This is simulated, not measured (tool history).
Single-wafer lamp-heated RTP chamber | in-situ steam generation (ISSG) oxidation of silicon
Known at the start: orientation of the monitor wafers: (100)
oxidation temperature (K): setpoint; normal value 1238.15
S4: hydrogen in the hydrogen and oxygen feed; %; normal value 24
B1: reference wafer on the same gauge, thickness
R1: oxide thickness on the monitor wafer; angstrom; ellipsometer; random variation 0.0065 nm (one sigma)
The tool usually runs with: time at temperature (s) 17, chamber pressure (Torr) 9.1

{"run": 1, "hour": 0.0, "oxidation temperature (K)": 1232.15, "time at temperature (s)": 17, "chamber pressure (Torr)": 9.1, "S4": 20, "B1": 5.09, "R1": 41.53}
{"run": 2, "hour": 32.0, "oxidation temperature (K)": 1232.15, "time at temperature (s)": 17, "chamber pressure (Torr)": 9.1, "S4": 20, "B1": 5.093, "R1": 41.6}
{"run": 3, "hour": 61.5, "oxidation temperature (K)": 1238.15, "time at temperature (s)": 17, "chamber pressure (Torr)": 9.1, "S4": 24, "B1": 5.09, "R1": 44.23}
{"run": 4, "hour": 92.6, "oxidation temperature (K)": 1238.15, "time at temperature (s)": 17, "chamber pressure (Torr)": 9.1, "S4": 24, "B1": 5.09, "R1": 44.26}
{"run": 5, "hour": 122.4, "oxidation temperature (K)": 1238.15, "time at temperature (s)": 17, "chamber pressure (Torr)": 9.1, "S4": 24, "B1": 5.089, "R1": 44.11}
{"run": 6, "hour": 137.7, "oxidation temperature (K)": 1238.15, "time at temperature (s)": 19, "chamber pressure (Torr)": 9.1, "S4": 24, "B1": 5.089, "R1": 46.3}
{"run": 7, "hour": 153.9, "oxidation temperature (K)": 1238.15, "time at temperature (s)": 19, "chamber pressure (Torr)": 9.1, "S4": 24, "B1": 5.086, "R1": 46.27}
{"run": 8, "hour": 169.4, "oxidation temperature (K)": 1244.15, "time at temperature (s)": 17, "chamber pressure (Torr)": 9.1, "S4": 24, "B1": 5.091, "R1": 45.03}
{"run": 9, "hour": 202.4, "oxidation temperature (K)": 1238.15, "time at temperature (s)": 17, "chamber pressure (Torr)": 10.2, "S4": 27, "B1": 5.09, "R1": 44.35}
{"run": 10, "hour": 224.4, "oxidation temperature (K)": 1251.15, "time at temperature (s)": 23, "chamber pressure (Torr)": 10.0, "S4": 30, "B1": 5.09, "R1": 54.63}
{"hour": 246.9, "done": "pyrometer window cleaned and pyrometer calibrated"}
{"hour": 261.4, "done": "gauge calibrated"}
{"run": 11, "hour": 280.8, "oxidation temperature (K)": 1238.15, "time at temperature (s)": 17, "chamber pressure (Torr)": 9.1, "S4": 24, "B1": 5.092, "R1": 43.53}
{"run": 12, "hour": 293.5, "oxidation temperature (K)": 1238.15, "time at temperature (s)": 22, "chamber pressure (Torr)": 9.1, "S4": 24, "B1": 5.09, "R1": 48.42}
{"hour": 362.2, "done": "pressure gauge zeroed"}
{"hour": 395.1, "done": "hydrogen flow controller replaced"}
{"run": 13, "hour": 395.6, "oxidation temperature (K)": 1257.15, "time at temperature (s)": 17, "chamber pressure (Torr)": 9.6, "S4": 24, "B1": 5.093, "R1": 46.06}
{"run": 14, "hour": 418.5, "oxidation temperature (K)": 1228.15, "time at temperature (s)": 17, "chamber pressure (Torr)": 9.1, "S4": 24, "B1": 5.092, "R1": 42.42}
{"run": 15, "hour": 453.1, "oxidation temperature (K)": 1238.15, "time at temperature (s)": 17, "chamber pressure (Torr)": 9.1, "S4": 24, "B1": 5.089, "R1": 43.73}
{"run": 16, "hour": 478.7, "oxidation temperature (K)": 1238.15, "time at temperature (s)": 11, "chamber pressure (Torr)": 9.1, "S4": 24, "B1": 5.09, "R1": 36.91}
{"run": 17, "hour": 510.7, "oxidation temperature (K)": 1238.15, "time at temperature (s)": 17, "chamber pressure (Torr)": 9.1, "S4": 24, "B1": 5.09, "R1": 43.79}

Pick out some run-to-run changes in R1. Of each, how much would a tool without hidden state show as well, from the settings, what came in and chance, and how much is left for the hidden state and any gauge scatter not in both results compared?
Hidden conditions of the tool in this case: true wafer temperature minus pyrometer reading, K; true pressure minus gauge reading, Torr; deviation of the hydrogen flow from its setpoint, %; gauge reads high (%).
Run 10 -> 11: oxidation temperature (K) 1251.15 -> 1238.15, time at temperature (s) 23 -> 17, chamber pressure (Torr) 10.0 -> 9.1, S4 30 -> 24, pyrometer window cleaned and pyrometer calibrated, gauge calibrated. R1 -11.10 angstrom: hidden state -1.14, all else -9.96.

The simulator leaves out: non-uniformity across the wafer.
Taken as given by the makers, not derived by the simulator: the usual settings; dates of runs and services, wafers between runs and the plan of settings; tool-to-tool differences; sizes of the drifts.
